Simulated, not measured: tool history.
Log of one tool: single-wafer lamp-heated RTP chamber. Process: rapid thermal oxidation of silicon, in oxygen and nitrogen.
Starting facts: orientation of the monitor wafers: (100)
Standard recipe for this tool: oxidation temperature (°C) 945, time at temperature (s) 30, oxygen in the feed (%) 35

run	day	oxidation temperature (°C)	time at temperature (s)	oxygen in the feed (%)	read-back reference wafer on the same gauge, thickness	oxide thickness on the monitor wafer (Å)
1	0.000	945	30	35	2.350	27.24
2	3.958	945	30	35	2.350	27.30
3	6.742	945	30	35	2.351	27.38
4	9.988	945	30	35	2.350	27.37
5	11.988	945	30	35	2.351	27.42
6	14.621	945	30	52	2.350	29.08
# day 15.496: pyrometer window cleaned and pyrometer calibrated
7	17.446	945	30	52	2.349	28.68
8	19.488	945	30	52	2.349	28.85
9	23.217	945	30	26	2.350	26.20
10	27.554	945	30	26	2.351	26.04
11	30.108	945	30	35	2.352	27.24
12	33.729	945	30	35	2.352	27.35
13	35.988	958	30	25	2.350	27.13
14	38.679	958	30	25	2.349	26.99
# day 41.754: gauge calibrated
15	42.367	958	30	25	2.349	27.05
# day 44.317: pyrometer window cleaned and pyrometer calibrated
16	46.108	945	30	35	2.351	26.99
17	48.308	945	30	26	2.350	26.04
18	51.317	974	45	50	2.349	38.08
19	54.746	945	30	35	2.350	27.18
20	57.954	936	30	26	2.350	25.72
# day 61.954: oxygen flow controller replaced
21	62.450	945	30	65	2.350	30.52
22	66.788	945	30	35	2.350	27.41
# day 70.083: pyrometer window cleaned and pyrometer calibrated
23	70.483	945	30	17	2.350	24.85
24	72.838	945	30	35	2.351	26.89
25	75.792	965	43	17	2.349	28.45
26	78.367	945	23	35	2.350	25.82
27	80.904	968	37	35	2.352	31.52
28	84.712	916	23	35	2.348	24.02

Expected results for the next run?
29	87.012	945	44	44	?	?

Run 29 produced read-back reference wafer on the same gauge, thickness 2.351, oxide thickness on the monitor wafer (Å) 31.51.
Without the tool's hidden state the same run would have given oxide thickness on the monitor wafer (Å) 30.75.
